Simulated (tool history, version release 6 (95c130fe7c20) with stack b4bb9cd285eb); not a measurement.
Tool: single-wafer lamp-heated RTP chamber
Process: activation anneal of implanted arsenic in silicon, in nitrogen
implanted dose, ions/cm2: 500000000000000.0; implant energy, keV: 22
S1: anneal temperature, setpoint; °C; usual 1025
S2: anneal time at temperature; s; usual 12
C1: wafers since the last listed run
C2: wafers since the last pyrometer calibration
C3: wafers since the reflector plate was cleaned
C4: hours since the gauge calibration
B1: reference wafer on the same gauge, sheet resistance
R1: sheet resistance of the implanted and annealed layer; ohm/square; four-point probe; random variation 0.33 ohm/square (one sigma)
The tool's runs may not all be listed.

Run 1, hour 0: usual settings; C1 0; C2 463; C3 2401; C4 190.8; B1 216.97. Result: R1 220.41 ohm/square.
Run 2, hour 14.6: usual settings; C1 250; C2 713; C3 2651; C4 205.4; B1 217.04. Result: R1 220.17 ohm/square.
Run 3, hour 47.9: usual settings; C1 570; C2 1283; C3 3221; C4 238.7; B1 217.07. Result: R1 219.62 ohm/square.
At hour 57.8: reflector plate cleaned.
Run 4, hour 62.2: usual settings; C1 107; C2 1391; C3 75; C4 253; B1 217.03. Result: R1 220.05 ohm/square.
Run 5, hour 89.8: usual settings; C1 472; C2 1864; C3 547; C4 280.6; B1 216.97. Result: R1 219.23 ohm/square.
Run 6, hour 155.4: usual settings; C1 1123; C2 2987; C3 1671; C4 346.2; B1 217.02. Result: R1 219.47 ohm/square.
Run 7, hour 177.5: usual settings; C1 378; C2 3366; C3 2049; C4 368.3; B1 216.95. Result: R1 219.44 ohm/square.
Run 8, hour 203.1: usual settings; C1 438; C2 3804; C3 2487; C4 393.9; B1 217.06. Result: R1 218.43 ohm/square.
Run 9, hour 233.2: usual settings; C1 515; C2 4319; C3 3003; C4 424; B1 216.99. Result: R1 219.19 ohm/square.
At hour 257.5: pyrometer window cleaned and pyrometer calibrated.
Run 10, hour 259.9: usual settings; C1 320; C2 41; C3 3323; C4 450.7; B1 217.11. Result: R1 219.48 ohm/square.
Run 11, hour 275.6: usual settings; C1 268; C2 310; C3 3592; C4 466.4; B1 217.05. Result: R1 219.64 ohm/square.
At hour 290.2: reflector plate cleaned.
Run 12, hour 292.4: usual settings; C1 150; C2 461; C3 38; C4 483.2; B1 216.98. Result: R1 219.93 ohm/square.
Run 13, hour 318: usual settings but S2 16 s; C1 438; C2 899; C3 476; C4 508.8; B1 217.03. Result: R1 218.23 ohm/square.
Run 14, hour 352.1: usual settings but S2 16 s; C1 583; C2 1483; C3 1060; C4 542.9; B1 216.97. Result: R1 217.54 ohm/square.
Run 15, hour 372.9: usual settings but S1 1041 °C; C1 356; C2 1839; C3 1416; C4 563.7; B1 216.99. Result: R1 216.7 ohm/square.
Run 16, hour 397.3: usual settings; C1 417; C2 2257; C3 1834; C4 588.1; B1 216.96. Result: R1 219.52 ohm/square.
Run 17, hour 424.1: usual settings but S1 1013 °C, S2 18 s; C1 458; C2 2716; C3 2293; C4 614.9; B1 216.96. Result: R1 218.99 ohm/square.
Run 18, hour 459: usual settings but S1 1004 °C, S2 8 s; C1 597; C2 3314; C3 2891; C4 649.8; B1 216.94. Result: R1 223.94 ohm/square.
Run 19, hour 480: usual settings but S1 1010 °C, S2 9 s; C1 359; C2 3673; C3 3250; C4 670.8; B1 216.93. Result: R1 222.35 ohm/square.
Run 20, hour 511.6: usual settings; C1 541; C2 4214; C3 3791; C4 702.4; B1 217. Result: R1 218.8 ohm/square.
At hour 529.1: pyrometer window cleaned and pyrometer calibrated.
At hour 537.6: reflector plate cleaned.
Run 21, hour 538.1: usual settings but S1 1005 °C, S2 9 s; C1 179; C2 17; C3 9; C4 728.9; B1 217.1. Result: R1 223.75 ohm/square.
Run 22, hour 558.8: usual settings; C1 354; C2 371; C3 363; C4 749.6; B1 216.94. Result: R1 219.51 ohm/square.
At hour 583.2: gauge calibrated.
Run 23, hour 588.5: usual settings but S1 1049 °C; C1 508; C2 880; C3 872; C4 5.3; B1 217.01. Result: R1 215.92 ohm/square.
Run 24, hour 608.2: usual settings but S1 997 °C, S2 6 s; C1 337; C2 1217; C3 1209; C4 25; B1 217. Result: R1 225.68 ohm/square.
Run 25, hour 629.8: usual settings but S1 1036 °C, S2 17 s; C1 369; C2 1587; C3 1579; C4 46.6; B1 216.94. Result: R1 215.39 ohm/square.
Run 26, hour 652.4: usual settings but S1 1004 °C, S2 8 s; C1 387; C2 1974; C3 1966; C4 69.2; B1 216.97. Result: R1 224.26 ohm/square.
Run 27, hour 668.9: usual settings; C1 282; C2 2257; C3 2249; C4 85.7; B1 217.03. Result: R1 218.63 ohm/square.
Run 28, hour 690.6: usual settings but S1 1055 °C, S2 16 s; C1 371; C2 2628; C3 2620; C4 107.4; B1 216.95. Result: R1 212.02 ohm/square.
Run 29, hour 713.9: usual settings but S1 1002 °C, S2 14 s; C1 398; C2 3027; C3 3019; C4 130.7; B1 216.88. Result: R1 221.19 ohm/square.
Run 30, hour 728.6: usual settings; C1 251; C2 3279; C3 3271; C4 145.4; B1 217.09. Result: R1 218.6 ohm/square.
At hour 753.7: reflector plate cleaned.
Run 31, hour 754.2: usual settings but S1 1049 °C, S2 18 s; C1 301; C2 3581; C3 9; C4 171; B1 217.1. Result: R1 211.87 ohm/square.
Run 32, hour 775.4: usual settings but S1 1017 °C, S2 7 s; C1 363; C2 3944; C3 372; C4 192.2; B1 216.96. Result: R1 222.55 ohm/square.
Run 33, hour 796.6: usual settings but S1 1016 °C, S2 9 s; C1 363; C2 4307; C3 735; C4 213.4; B1 217. Result: R1 221.47 ohm/square.

Some steps in R1 between neighbouring runs. How much of each would the tool show without its hidden state too (settings, what came in, random variation), and how much is left for the hidden state, with any gauge scatter that isn't in both results?
The hidden state here: true wafer temperature minus pyrometer reading, K; wafer temperature error from the tarnished reflector plate, K; gauge reads high (%).
Run 9 -> 10: pyrometer window cleaned and pyrometer calibrated. R1 +0.29 ohm/square: hidden state +1.11, all else -0.82.
Run 20 -> 21: S1 1025 -> 1005, S2 12 -> 9, pyrometer window cleaned and pyrometer calibrated, reflector plate cleaned. R1 +4.95 ohm/square: hidden state +0.81, all else +4.14.
Run 23 -> 24: S1 1049 -> 997, S2 12 -> 6. R1 +9.76 ohm/square: hidden state +0.28, all else +9.48.
Run 24 -> 25: S1 997 -> 1036, S2 6 -> 17. R1 -10.29 ohm/square: hidden state -0.45, all else -9.84.
Run 30 -> 31: S1 1025 -> 1049, S2 12 -> 18, reflector plate cleaned. R1 -6.73 ohm/square: hidden state -0.66, all else -6.07.
Run 31 -> 32: S1 1049 -> 1017, S2 18 -> 7. R1 +10.68 ohm/square: hidden state +0.59, all else +10.09.
